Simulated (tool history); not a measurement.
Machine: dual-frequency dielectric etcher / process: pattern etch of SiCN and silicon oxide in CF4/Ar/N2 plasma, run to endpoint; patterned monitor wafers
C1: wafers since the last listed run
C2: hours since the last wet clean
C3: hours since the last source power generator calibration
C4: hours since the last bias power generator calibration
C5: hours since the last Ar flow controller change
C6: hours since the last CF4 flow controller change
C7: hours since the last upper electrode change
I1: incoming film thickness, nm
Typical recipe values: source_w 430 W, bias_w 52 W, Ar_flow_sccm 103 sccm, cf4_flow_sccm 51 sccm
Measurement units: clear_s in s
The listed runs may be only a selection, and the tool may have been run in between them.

{"run": 1, "hour": 0.0, "source_w": 400, "bias_w": 52, "Ar_flow_sccm": 83, "cf4_flow_sccm": 47, "C1": 0, "C2": 427.5, "C3": 3417.3, "C4": 403.0, "C5": 772.6, "C6": 4688.7, "C7": 5544.2, "I1": 16.82, "clear_s": 26.5}
{"run": 2, "hour": 51.7, "source_w": 340, "bias_w": 56, "Ar_flow_sccm": 114, "cf4_flow_sccm": 42, "C1": 1073, "C2": 479.2, "C3": 3469.0, "C4": 454.7, "C5": 824.3, "C6": 4740.4, "C7": 5595.9, "I1": 16.75, "clear_s": 32.1}
{"hour": 112.2, "done": "upper electrode replaced"}
{"run": 3, "hour": 142.8, "source_w": 490, "bias_w": 43, "Ar_flow_sccm": 103, "cf4_flow_sccm": 51, "C1": 1392, "C2": 570.3, "C3": 3560.1, "C4": 545.8, "C5": 915.4, "C6": 4831.5, "C7": 30.6, "I1": 16.97, "clear_s": 25.7}
{"hour": 161.7, "done": "source power generator calibrated"}
{"hour": 216.5, "done": "wet clean of the chamber"}
{"run": 4, "hour": 217.0, "source_w": 430, "bias_w": 52, "Ar_flow_sccm": 103, "cf4_flow_sccm": 51, "C1": 958, "C2": 0.5, "C3": 55.3, "C4": 620.0, "C5": 989.6, "C6": 4905.7, "C7": 104.8, "I1": 16.8, "clear_s": 25.2}
{"run": 5, "hour": 253.5, "source_w": 430, "bias_w": 52, "Ar_flow_sccm": 103, "cf4_flow_sccm": 51, "C1": 757, "C2": 37.0, "C3": 91.8, "C4": 656.5, "C5": 1026.1, "C6": 4942.2, "C7": 141.3, "I1": 16.87, "clear_s": 25.0}
{"run": 6, "hour": 358.8, "source_w": 430, "bias_w": 52, "Ar_flow_sccm": 103, "cf4_flow_sccm": 51, "C1": 2185, "C2": 142.3, "C3": 197.1, "C4": 761.8, "C5": 1131.4, "C6": 5047.5, "C7": 246.6, "I1": 16.79, "clear_s": 25.1}
{"run": 7, "hour": 460.1, "source_w": 430, "bias_w": 52, "Ar_flow_sccm": 91, "cf4_flow_sccm": 42, "C1": 2102, "C2": 243.6, "C3": 298.4, "C4": 863.1, "C5": 1232.7, "C6": 5148.8, "C7": 347.9, "I1": 16.92, "clear_s": 26.0}
{"run": 8, "hour": 503.8, "source_w": 380, "bias_w": 57, "Ar_flow_sccm": 103, "cf4_flow_sccm": 51, "C1": 907, "C2": 287.3, "C3": 342.1, "C4": 906.8, "C5": 1276.4, "C6": 5192.5, "C7": 391.6, "I1": 16.9, "clear_s": 27.2}
{"hour": 553.7, "done": "Ar flow controller replaced"}
{"run": 9, "hour": 572.3, "source_w": 430, "bias_w": 52, "Ar_flow_sccm": 103, "cf4_flow_sccm": 51, "C1": 1297, "C2": 355.8, "C3": 410.6, "C4": 975.3, "C5": 18.6, "C6": 5261.0, "C7": 460.1, "I1": 17.0, "clear_s": 25.8}
{"run": 10, "hour": 663.7, "source_w": 400, "bias_w": 44, "Ar_flow_sccm": 103, "cf4_flow_sccm": 51, "C1": 1897, "C2": 447.2, "C3": 502.0, "C4": 1066.7, "C5": 110.0, "C6": 5352.4, "C7": 551.5, "I1": 16.91, "clear_s": 28.8}
{"run": 11, "hour": 731.6, "source_w": 380, "bias_w": 52, "Ar_flow_sccm": 115, "cf4_flow_sccm": 43, "C1": 1409, "C2": 515.1, "C3": 569.9, "C4": 1134.6, "C5": 177.9, "C6": 5420.3, "C7": 619.4, "I1": 16.88, "clear_s": 30.6}
{"run": 12, "hour": 781.3, "source_w": 500, "bias_w": 58, "Ar_flow_sccm": 103, "cf4_flow_sccm": 51, "C1": 1031, "C2": 564.8, "C3": 619.6, "C4": 1184.3, "C5": 227.6, "C6": 5470.0, "C7": 669.1, "I1": 16.88, "clear_s": 22.9}
{"run": 13, "hour": 831.2, "source_w": 510, "bias_w": 59, "Ar_flow_sccm": 122, "cf4_flow_sccm": 40, "C1": 1035, "C2": 614.7, "C3": 669.5, "C4": 1234.2, "C5": 277.5, "C6": 5519.9, "C7": 719.0, "I1": 16.77, "clear_s": 24.5}
{"hour": 855.0, "done": "CF4 flow controller replaced"}
{"run": 14, "hour": 897.1, "source_w": 430, "bias_w": 52, "Ar_flow_sccm": 79, "cf4_flow_sccm": 61, "C1": 1243, "C2": 680.6, "C3": 735.4, "C4": 1300.1, "C5": 343.4, "C6": 42.1, "C7": 784.9, "I1": 16.92, "clear_s": 24.1}
{"run": 15, "hour": 1001.1, "source_w": 470, "bias_w": 42, "Ar_flow_sccm": 116, "cf4_flow_sccm": 51, "C1": 2158, "C2": 784.6, "C3": 839.4, "C4": 1404.1, "C5": 447.4, "C6": 146.1, "C7": 888.9, "I1": 16.83, "clear_s": 27.0}
{"hour": 1033.5, "done": "wet clean of the chamber"}
{"run": 16, "hour": 1050.3, "source_w": 430, "bias_w": 52, "Ar_flow_sccm": 103, "cf4_flow_sccm": 51, "C1": 523, "C2": 16.8, "C3": 888.6, "C4": 1453.3, "C5": 496.6, "C6": 195.3, "C7": 938.1, "I1": 16.96, "clear_s": 25.2}
{"run": 17, "hour": 1129.4, "source_w": 370, "bias_w": 48, "Ar_flow_sccm": 123, "cf4_flow_sccm": 39, "C1": 1641, "C2": 95.9, "C3": 967.7, "C4": 1532.4, "C5": 575.7, "C6": 274.4, "C7": 1017.2, "I1": 16.95, "clear_s": 31.6}
{"run": 18, "hour": 1222.0, "source_w": 350, "bias_w": 52, "Ar_flow_sccm": 110, "cf4_flow_sccm": 63, "C1": 1922, "C2": 188.5, "C3": 1060.3, "C4": 1625.0, "C5": 668.3, "C6": 367.0, "C7": 1109.8, "I1": 17.02, "clear_s": 28.9}
{"run": 19, "hour": 1264.8, "source_w": 430, "bias_w": 44, "Ar_flow_sccm": 90, "cf4_flow_sccm": 60, "C1": 888, "C2": 231.3, "C3": 1103.1, "C4": 1667.8, "C5": 711.1, "C6": 409.8, "C7": 1152.6, "I1": 16.96, "clear_s": 25.1}
{"run": 20, "hour": 1365.7, "source_w": 430, "bias_w": 59, "Ar_flow_sccm": 93, "cf4_flow_sccm": 51, "C1": 2094, "C2": 332.2, "C3": 1204.0, "C4": 1768.7, "C5": 812.0, "C6": 510.7, "C7": 1253.5, "I1": 16.87, "clear_s": 23.7}
{"run": 21, "hour": 1439.0, "source_w": 490, "bias_w": 43, "Ar_flow_sccm": 121, "cf4_flow_sccm": 47, "C1": 1521, "C2": 405.5, "C3": 1277.3, "C4": 1842.0, "C5": 885.3, "C6": 584.0, "C7": 1326.8, "I1": 16.8, "clear_s": 26.0}
{"run": 22, "hour": 1533.8, "source_w": 330, "bias_w": 52, "Ar_flow_sccm": 103, "cf4_flow_sccm": 51, "C1": 1967, "C2": 500.3, "C3": 1372.1, "C4": 1936.8, "C5": 980.1, "C6": 678.8, "C7": 1421.6, "I1": 16.98, "clear_s": 31.7}
{"run": 23, "hour": 1619.2, "source_w": 430, "bias_w": 60, "Ar_flow_sccm": 103, "cf4_flow_sccm": 51, "C1": 1772, "C2": 585.7, "C3": 1457.5, "C4": 2022.2, "C5": 1065.5, "C6": 764.2, "C7": 1507.0, "I1": 16.87, "clear_s": 25.1}

Predict each of these 5 candidate next runs independently; none follows another, all start after run 23:
{"run": "A", "hour": 1619.6, "source_w": 430, "bias_w": 52, "Ar_flow_sccm": 103, "cf4_flow_sccm": 51, "C1": 8, "C2": 586.1, "C3": 1457.9, "C4": 2022.6, "C5": 1065.9, "C6": 764.6, "C7": 1507.4, "I1": 16.88, "clear_s": "?"}
{"run": "B", "hour": 1619.6, "source_w": 330, "bias_w": 52, "Ar_flow_sccm": 124, "cf4_flow_sccm": 51, "C1": 8, "C2": 586.1, "C3": 1457.9, "C4": 2022.6, "C5": 1065.9, "C6": 764.6, "C7": 1507.4, "I1": 16.88, "clear_s": "?"}
{"run": "C", "hour": 1619.6, "source_w": 530, "bias_w": 52, "Ar_flow_sccm": 103, "cf4_flow_sccm": 56, "C1": 8, "C2": 586.1, "C3": 1457.9, "C4": 2022.6, "C5": 1065.9, "C6": 764.6, "C7": 1507.4, "I1": 16.88, "clear_s": "?"}
{"run": "D", "hour": 1619.6, "source_w": 430, "bias_w": 56, "Ar_flow_sccm": 103, "cf4_flow_sccm": 48, "C1": 8, "C2": 586.1, "C3": 1457.9, "C4": 2022.6, "C5": 1065.9, "C6": 764.6, "C7": 1507.4, "I1": 16.88, "clear_s": "?"}
{"run": "E", "hour": 1619.6, "source_w": 490, "bias_w": 41, "Ar_flow_sccm": 120, "cf4_flow_sccm": 43, "C1": 8, "C2": 586.1, "C3": 1457.9, "C4": 2022.6, "C5": 1065.9, "C6": 764.6, "C7": 1507.4, "I1": 16.88, "clear_s": "?"}

run=A clear_s=26.2
run=B clear_s=32.8
run=C clear_s=22.1
run=D clear_s=26.0
run=E clear_s=27.4
With no hidden state in the tool, these same runs would have given:
run=A clear_s=25.3
run=B clear_s=31.7
run=C clear_s=21.3
run=D clear_s=25.1
run=E clear_s=26.5

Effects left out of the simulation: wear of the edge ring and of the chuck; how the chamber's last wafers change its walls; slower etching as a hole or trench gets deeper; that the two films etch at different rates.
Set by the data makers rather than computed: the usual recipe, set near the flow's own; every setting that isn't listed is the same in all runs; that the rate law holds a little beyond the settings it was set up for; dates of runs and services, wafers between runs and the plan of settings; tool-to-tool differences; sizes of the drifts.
